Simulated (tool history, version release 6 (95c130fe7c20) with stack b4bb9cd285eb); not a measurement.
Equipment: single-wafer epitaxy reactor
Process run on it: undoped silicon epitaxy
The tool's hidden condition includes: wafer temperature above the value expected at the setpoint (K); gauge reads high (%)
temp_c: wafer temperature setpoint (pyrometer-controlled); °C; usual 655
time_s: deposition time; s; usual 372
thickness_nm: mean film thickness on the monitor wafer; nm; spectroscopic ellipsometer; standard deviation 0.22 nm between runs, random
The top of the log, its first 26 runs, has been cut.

run	day	temp_c	time_s	wafers since the last listed run	hours since the last pyrometer calibration	hours since the gauge calibration	read-back reference wafer on the same gauge, thickness_nm	thickness_nm
27	92.450	655	372	241	450.0	1023.2	60.621	61.349
28	95.554	646	428	362	524.5	1097.7	60.621	59.171
29	99.212	644	372	427	612.3	1185.5	60.577	49.470
30	103.554	642	337	506	716.5	1289.7	60.543	42.550
31	106.925	662	426	393	797.4	1370.6	60.603	78.705
32	109.967	648	415	355	870.4	1443.6	60.637	58.746
33	112.767	665	401	326	937.6	1510.8	60.583	77.603
# day 113.454: pyrometer calibrated
34	116.725	655	372	423	78.5	1605.8	60.590	61.266
35	118.300	655	372	183	116.3	1643.6	60.609	61.599
36	119.954	661	326	193	156.0	1683.3	60.601	60.089
37	123.700	648	412	437	245.9	1773.2	60.624	58.953

Below are 4 alternative next runs, each starting from the tool's condition after run 37. Predict each:
A	123.721	655	372	2	246.4	1773.7	?	?
B	123.721	655	415	2	246.4	1773.7	?	?
C	123.721	661	345	2	246.4	1773.7	?	?
D	123.721	655	325	2	246.4	1773.7	?	?

run	read-back reference wafer on the same gauge, thickness_nm	thickness_nm
A	60.654	61.198
B	60.654	68.272
C	60.654	63.558
D	60.654	53.466
Stripped of hidden state, with their random variation kept, the same runs would have yielded:
run	thickness_nm
A	61.285
B	68.369
C	63.647
D	53.542
